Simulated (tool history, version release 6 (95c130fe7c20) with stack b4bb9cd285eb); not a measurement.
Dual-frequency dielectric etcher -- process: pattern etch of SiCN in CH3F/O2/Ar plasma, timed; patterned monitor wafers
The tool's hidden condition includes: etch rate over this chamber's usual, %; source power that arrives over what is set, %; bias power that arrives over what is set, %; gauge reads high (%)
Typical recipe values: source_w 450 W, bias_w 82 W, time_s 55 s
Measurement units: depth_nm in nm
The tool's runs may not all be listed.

| run | hour | source_w | bias_w | time_s | wafers since the last listed run | hours since the last wet clean | hours since the last source power generator calibration | hours since the last bias power generator calibration | hours since the last upper electrode change | hours since the gauge calibration | read-back reference wafer on the same gauge, depth_nm | depth_nm |
|---|---|---|---|---|---|---|---|---|---|---|---|---|
| 1 | 0 | 450 | 82 | 55 | 0 | 633.8 | 2662.5 | 4337.7 | 1732.4 | 442.7 | 21.11 | 23.91 |
| 2 | 26.5 | 450 | 82 | 55 | 365 | 660.3 | 2689 | 4364.2 | 1758.9 | 469.2 | 21.1 | 23.91 |
|  | 81.4 | wet clean of the chamber |
| 3 | 83.2 | 450 | 82 | 55 | 451 | 1.8 | 2745.7 | 4420.9 | 1815.6 | 525.9 | 21.1 | 23.85 |
| 4 | 108.2 | 510 | 82 | 55 | 344 | 26.8 | 2770.7 | 4445.9 | 1840.6 | 550.9 | 21.1 | 25.41 |
| 5 | 153.4 | 450 | 82 | 55 | 623 | 72 | 2815.9 | 4491.1 | 1885.8 | 596.1 | 21.11 | 23.83 |
| 6 | 211.5 | 450 | 82 | 55 | 801 | 130.1 | 2874 | 4549.2 | 1943.9 | 654.2 | 21.1 | 23.82 |
| 7 | 239.1 | 450 | 82 | 55 | 380 | 157.7 | 2901.6 | 4576.8 | 1971.5 | 681.8 | 21.1 | 23.83 |
| 8 | 284.4 | 450 | 82 | 55 | 624 | 203 | 2946.9 | 4622.1 | 2016.8 | 727.1 | 21.1 | 23.85 |
| 9 | 355.4 | 530 | 76 | 55 | 979 | 274 | 3017.9 | 4693.1 | 2087.8 | 798.1 | 21.09 | 24.99 |
| 10 | 393.8 | 450 | 82 | 55 | 529 | 312.4 | 3056.3 | 4731.5 | 2126.2 | 836.5 | 21.1 | 23.93 |
|  | 445.5 | upper electrode replaced |
| 11 | 446 | 450 | 82 | 55 | 389 | 364.6 | 3108.5 | 4783.7 | 0.5 | 888.7 | 21.1 | 23.96 |
| 12 | 497.7 | 450 | 82 | 55 | 713 | 416.3 | 3160.2 | 4835.4 | 52.2 | 940.4 | 21.11 | 23.9 |
| 13 | 547.6 | 540 | 87 | 64 | 688 | 466.2 | 3210.1 | 4885.3 | 102.1 | 990.3 | 21.1 | 31.72 |
|  | 570.7 | bias power generator calibrated |
| 14 | 580.2 | 400 | 66 | 55 | 394 | 498.8 | 3242.7 | 9.5 | 134.7 | 1022.9 | 21.1 | 19.12 |
|  | 594.5 | gauge calibrated |
|  | 632.2 | wet clean of the chamber |
| 15 | 632.7 | 560 | 91 | 45 | 393 | 0.5 | 3295.2 | 62 | 187.2 | 38.2 | 21.1 | 22.41 |
| 16 | 664.6 | 450 | 82 | 55 | 440 | 32.4 | 3327.1 | 93.9 | 219.1 | 70.1 | 21.1 | 23.11 |
| 17 | 717.9 | 520 | 71 | 55 | 735 | 85.7 | 3380.4 | 147.2 | 272.4 | 123.4 | 21.1 | 23.1 |
|  | 745.1 | source power generator calibrated |
| 18 | 748.8 | 450 | 89 | 63 | 371 | 116.6 | 3.7 | 178.1 | 303.3 | 154.3 | 21.1 | 27.74 |
| 19 | 781.7 | 480 | 94 | 55 | 453 | 149.5 | 36.6 | 211 | 336.2 | 187.2 | 21.1 | 25.81 |
| 20 | 817.7 | 560 | 97 | 49 | 496 | 185.5 | 72.6 | 247 | 372.2 | 223.2 | 21.1 | 25.34 |
| 21 | 856 | 510 | 76 | 67.5 | 528 | 223.8 | 110.9 | 285.3 | 410.5 | 261.5 | 21.1 | 29.25 |
| 22 | 883.2 | 390 | 88 | 46 | 375 | 251 | 138.1 | 312.5 | 437.7 | 288.7 | 21.11 | 18.53 |
| 23 | 920.2 | 450 | 82 | 42 | 510 | 288 | 175.1 | 349.5 | 474.7 | 325.7 | 21.1 | 17.78 |
| 24 | 972.1 | 540 | 74 | 55 | 716 | 339.9 | 227 | 401.4 | 526.6 | 377.6 | 21.1 | 24.31 |
| 25 | 1010 | 450 | 82 | 55 | 522 | 377.8 | 264.9 | 439.3 | 564.5 | 415.5 | 21.1 | 23.29 |

What was the tool's hidden state at every run in the log?
source power that arrives over what is set, %: 0 on each run
gauge reads high (%): 0 on each run
H1: etch rate over this chamber's usual, %
H2: bias power that arrives over what is set, %
| run | H1 | H2 |
|---|---|---|
| 1 | 0.651 | 5.35 |
| 2 | 0.682 | 5.35 |
| 3 | 0.0771 | 5.36 |
| 4 | 0.106 | 5.37 |
| 5 | 0.159 | 5.38 |
| 6 | 0.227 | 5.39 |
| 7 | 0.26 | 5.39 |
| 8 | 0.313 | 5.4 |
| 9 | 0.396 | 5.41 |
| 10 | 0.441 | 5.42 |
| 11 | 0.502 | 5.43 |
| 12 | 0.562 | 5.44 |
| 13 | 0.621 | 5.44 |
| 14 | 0.659 | -0.57 |
| 15 | -0.0141 | -0.399 |
| 16 | 0.0232 | -0.298 |
| 17 | 0.0856 | -0.133 |
| 18 | 0.122 | -0.0396 |
| 19 | 0.16 | 0.0575 |
| 20 | 0.202 | 0.161 |
| 21 | 0.247 | 0.27 |
| 22 | 0.279 | 0.345 |
| 23 | 0.322 | 0.445 |
| 24 | 0.383 | 0.581 |
| 25 | 0.427 | 0.678 |
